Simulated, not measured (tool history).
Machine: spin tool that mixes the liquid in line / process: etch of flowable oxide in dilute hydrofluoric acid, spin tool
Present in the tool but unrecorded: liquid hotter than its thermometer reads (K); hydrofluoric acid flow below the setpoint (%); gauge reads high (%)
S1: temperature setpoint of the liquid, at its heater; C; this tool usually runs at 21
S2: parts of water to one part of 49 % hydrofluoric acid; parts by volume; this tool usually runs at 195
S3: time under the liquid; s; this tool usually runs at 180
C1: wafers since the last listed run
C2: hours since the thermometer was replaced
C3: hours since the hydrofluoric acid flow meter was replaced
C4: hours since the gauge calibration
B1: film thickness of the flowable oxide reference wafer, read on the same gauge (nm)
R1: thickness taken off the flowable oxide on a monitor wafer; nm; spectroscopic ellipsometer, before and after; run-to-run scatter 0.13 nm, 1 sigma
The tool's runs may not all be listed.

{"run": 1, "day": 0.0, "S1": 21, "S2": 195, "S3": 180, "C1": 0, "C2": 986.2, "C3": 1716.4, "C4": 3172.6, "B1": 99.98, "R1": 17.1}
{"run": 2, "day": 1.733, "S1": 21, "S2": 195, "S3": 180, "C1": 384, "C2": 1027.8, "C3": 1758, "C4": 3214.2, "B1": 99.98, "R1": 17.14}
{"run": 3, "day": 3.533, "S1": 21, "S2": 195, "S3": 180, "C1": 399, "C2": 1071, "C3": 1801.2, "C4": 3257.4, "B1": 100, "R1": 17.25}
{"run": 4, "day": 7.396, "S1": 21, "S2": 195, "S3": 260, "C1": 857, "C2": 1163.7, "C3": 1893.9, "C4": 3350.1, "B1": 100.02, "R1": 24.95}
{"run": 5, "day": 11.583, "S1": 21, "S2": 195, "S3": 260, "C1": 929, "C2": 1264.2, "C3": 1994.4, "C4": 3450.6, "B1": 100.03, "R1": 25.15}
{"day": 13.975, "done": "hydrofluoric acid flow meter replaced"}
{"day": 14.342, "done": "thermometer replaced"}
{"run": 6, "day": 16.058, "S1": 21, "S2": 195, "S3": 260, "C1": 975, "C2": 41.2, "C3": 50, "C4": 3558, "B1": 99.96, "R1": 23.97}
{"run": 7, "day": 18.625, "S1": 21, "S2": 195, "S3": 180, "C1": 569, "C2": 102.8, "C3": 111.6, "C4": 3619.6, "B1": 100.04, "R1": 16.73}
{"run": 8, "day": 22.775, "S1": 22.5, "S2": 195, "S3": 180, "C1": 921, "C2": 202.4, "C3": 211.2, "C4": 3719.2, "B1": 100.03, "R1": 17.4}
{"run": 9, "day": 26.2, "S1": 21, "S2": 195, "S3": 180, "C1": 760, "C2": 284.6, "C3": 293.4, "C4": 3801.4, "B1": 100, "R1": 16.71}
{"run": 10, "day": 27.942, "S1": 24, "S2": 195, "S3": 180, "C1": 386, "C2": 326.4, "C3": 335.2, "C4": 3843.2, "B1": 100.03, "R1": 18.77}
{"day": 34.933, "done": "gauge calibrated"}
{"run": 11, "day": 39.196, "S1": 18.5, "S2": 270, "S3": 215, "C1": 2498, "C2": 596.5, "C3": 605.3, "C4": 102.3, "B1": 100.03, "R1": 12.38}
{"run": 12, "day": 42.942, "S1": 17, "S2": 260, "S3": 105, "C1": 831, "C2": 686.4, "C3": 695.2, "C4": 192.2, "B1": 99.99, "R1": 5.94}
{"run": 13, "day": 45.175, "S1": 21, "S2": 130, "S3": 210, "C1": 495, "C2": 740, "C3": 748.8, "C4": 245.8, "B1": 100, "R1": 31.95}
{"run": 14, "day": 49.162, "S1": 21, "S2": 195, "S3": 180, "C1": 885, "C2": 835.7, "C3": 844.5, "C4": 341.5, "B1": 99.98, "R1": 17.04}
{"run": 15, "day": 51.283, "S1": 21, "S2": 195, "S3": 180, "C1": 470, "C2": 886.6, "C3": 895.4, "C4": 392.4, "B1": 100.01, "R1": 16.92}
{"run": 16, "day": 54.433, "S1": 21, "S2": 195, "S3": 180, "C1": 699, "C2": 962.2, "C3": 971, "C4": 468, "B1": 100, "R1": 16.99}
{"run": 17, "day": 56.433, "S1": 18.5, "S2": 120, "S3": 240, "C1": 444, "C2": 1010.2, "C3": 1019, "C4": 516, "B1": 100, "R1": 36.39}
{"run": 18, "day": 59.192, "S1": 25.5, "S2": 285, "S3": 220, "C1": 612, "C2": 1076.4, "C3": 1085.2, "C4": 582.2, "B1": 99.98, "R1": 15.29}
{"run": 19, "day": 62.525, "S1": 25, "S2": 225, "S3": 125, "C1": 740, "C2": 1156.4, "C3": 1165.2, "C4": 662.2, "B1": 100.02, "R1": 11.53}
{"run": 20, "day": 65.858, "S1": 21, "S2": 195, "S3": 180, "C1": 740, "C2": 1236.4, "C3": 1245.2, "C4": 742.2, "B1": 99.97, "R1": 17.14}
{"run": 21, "day": 68.579, "S1": 17, "S2": 130, "S3": 95, "C1": 604, "C2": 1301.7, "C3": 1310.5, "C4": 807.5, "B1": 100.01, "R1": 12.58}
{"run": 22, "day": 72.521, "S1": 18, "S2": 195, "S3": 285, "C1": 875, "C2": 1396.3, "C3": 1405.1, "C4": 902.1, "B1": 100.02, "R1": 24.37}
{"day": 73.471, "done": "thermometer replaced"}
{"run": 23, "day": 76.812, "S1": 18.5, "S2": 195, "S3": 180, "C1": 943, "C2": 80.2, "C3": 1508.1, "C4": 1005.1, "B1": 100.01, "R1": 14.89}
{"run": 24, "day": 79.004, "S1": 21, "S2": 195, "S3": 180, "C1": 486, "C2": 132.8, "C3": 1560.7, "C4": 1057.7, "B1": 100.01, "R1": 16.23}
{"run": 25, "day": 80.996, "S1": 21, "S2": 195, "S3": 180, "C1": 442, "C2": 180.6, "C3": 1608.5, "C4": 1105.5, "B1": 99.96, "R1": 16.55}
{"run": 26, "day": 85.454, "S1": 21, "S2": 235, "S3": 100, "C1": 989, "C2": 287.6, "C3": 1715.5, "C4": 1212.5, "B1": 99.99, "R1": 7.32}
{"run": 27, "day": 88.058, "S1": 21, "S2": 195, "S3": 225, "C1": 578, "C2": 350.1, "C3": 1778, "C4": 1275, "B1": 100, "R1": 20.86}
{"run": 28, "day": 91.425, "S1": 25.5, "S2": 245, "S3": 85, "C1": 747, "C2": 430.9, "C3": 1858.8, "C4": 1355.8, "B1": 100.02, "R1": 7.08}
{"run": 29, "day": 95.667, "S1": 21, "S2": 195, "S3": 180, "C1": 941, "C2": 532.7, "C3": 1960.6, "C4": 1457.6, "B1": 99.98, "R1": 16.89}
{"run": 30, "day": 98.854, "S1": 21, "S2": 195, "S3": 180, "C1": 707, "C2": 609.2, "C3": 2037.1, "C4": 1534.1, "B1": 100.04, "R1": 16.9}
{"run": 31, "day": 101.979, "S1": 21, "S2": 195, "S3": 180, "C1": 693, "C2": 684.2, "C3": 2112.1, "C4": 1609.1, "B1": 100, "R1": 16.98}
{"day": 102.683, "done": "hydrofluoric acid flow meter replaced"}
{"run": 32, "day": 106.375, "S1": 21, "S2": 265, "S3": 115, "C1": 966, "C2": 789.7, "C3": 88.6, "C4": 1714.6, "B1": 100.01, "R1": 7.49}

Here are 5 independent what-if runs from the current tool condition. What would each one return?
{"run": "A", "day": 106.396, "S1": 21, "S2": 165, "S3": 180, "C1": 4, "C2": 790.2, "C3": 89.1, "C4": 1715.1, "B1": "?", "R1": "?"}
{"run": "B", "day": 106.396, "S1": 23.5, "S2": 145, "S3": 70, "C1": 4, "C2": 790.2, "C3": 89.1, "C4": 1715.1, "B1": "?", "R1": "?"}
{"run": "C", "day": 106.396, "S1": 24.5, "S2": 265, "S3": 120, "C1": 4, "C2": 790.2, "C3": 89.1, "C4": 1715.1, "B1": "?", "R1": "?"}
{"run": "D", "day": 106.396, "S1": 21, "S2": 260, "S3": 115, "C1": 4, "C2": 790.2, "C3": 89.1, "C4": 1715.1, "B1": "?", "R1": "?"}
{"run": "E", "day": 106.396, "S1": 17, "S2": 110, "S3": 180, "C1": 4, "C2": 790.2, "C3": 89.1, "C4": 1715.1, "B1": "?", "R1": "?"}

run=A B1=100 R1=21.08
run=B B1=100 R1=10.5
run=C B1=100 R1=8.96
run=D B1=100 R1=7.76
run=E B1=100 R1=28.54
With the hidden condition removed and each run's random variation left untouched, the same runs would have given:
run=A R1=20.38
run=B R1=10.16
run=C R1=8.69
run=D R1=7.52
run=E R1=27.52
